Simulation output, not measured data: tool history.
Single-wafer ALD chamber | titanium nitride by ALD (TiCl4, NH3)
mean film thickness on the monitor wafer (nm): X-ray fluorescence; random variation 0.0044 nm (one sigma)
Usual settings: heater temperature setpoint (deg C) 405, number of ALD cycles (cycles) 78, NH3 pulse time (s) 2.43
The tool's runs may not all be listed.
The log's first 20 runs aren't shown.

| run | hour | heater temperature setpoint (deg C) | number of ALD cycles (cycles) | NH3 pulse time (s) | read-back reference wafer on the same gauge, thickness_nm | mean film thickness on the monitor wafer (nm) |
|---|---|---|---|---|---|---|
| 21 | 235.5 | 418 | 88 | 1.81 | 1.830 | 1.967 |
| 22 | 246.3 | 405 | 86 | 2.43 | 1.830 | 1.946 |
| 23 | 258.0 | 405 | 78 | 2.01 | 1.831 | 1.749 |
| 24 | 273.0 | 405 | 78 | 2.43 | 1.831 | 1.765 |
|  | 289.7 | thermocouple changed; heater temperature recalibrated |
| 25 | 290.4 | 393 | 87 | 3.16 | 1.832 | 1.981 |
| 26 | 297.2 | 405 | 78 | 2.43 | 1.832 | 1.771 |
| 27 | 311.8 | 400 | 93 | 2.43 | 1.832 | 2.111 |
| 28 | 329.6 | 395 | 78 | 3.30 | 1.834 | 1.782 |
| 29 | 346.1 | 396 | 73 | 1.77 | 1.836 | 1.618 |
| 30 | 354.4 | 405 | 78 | 1.89 | 1.837 | 1.756 |
| 31 | 375.0 | 405 | 78 | 2.75 | 1.837 | 1.780 |
| 32 | 387.1 | 394 | 78 | 1.66 | 1.838 | 1.715 |
| 33 | 404.2 | 419 | 78 | 2.43 | 1.842 | 1.792 |
| 34 | 419.3 | 405 | 86 | 2.43 | 1.843 | 1.958 |
| 35 | 430.2 | 405 | 78 | 2.43 | 1.845 | 1.775 |
| 36 | 445.5 | 405 | 78 | 2.43 | 1.848 | 1.783 |
| 37 | 462.3 | 405 | 78 | 2.43 | 1.848 | 1.783 |

Forecast each of these 4 alternatives for the next run:
| A | 462.9 | 405 | 78 | 1.93 | ? | ? |
| B | 462.9 | 405 | 84 | 3.21 | ? | ? |
| C | 462.9 | 414 | 78 | 2.43 | ? | ? |
| D | 462.9 | 410 | 66 | 1.82 | ? | ? |

| run | read-back reference wafer on the same gauge, thickness_nm | mean film thickness on the monitor wafer (nm) |
|---|---|---|
| A | 1.849 | 1.763 |
| B | 1.849 | 1.943 |
| C | 1.849 | 1.788 |
| D | 1.849 | 1.490 |
Without the tool's hidden state the same runs would have given:
| run | mean film thickness on the monitor wafer (nm) |
|---|---|
| A | 1.745 |
| B | 1.923 |
| C | 1.770 |
| D | 1.475 |
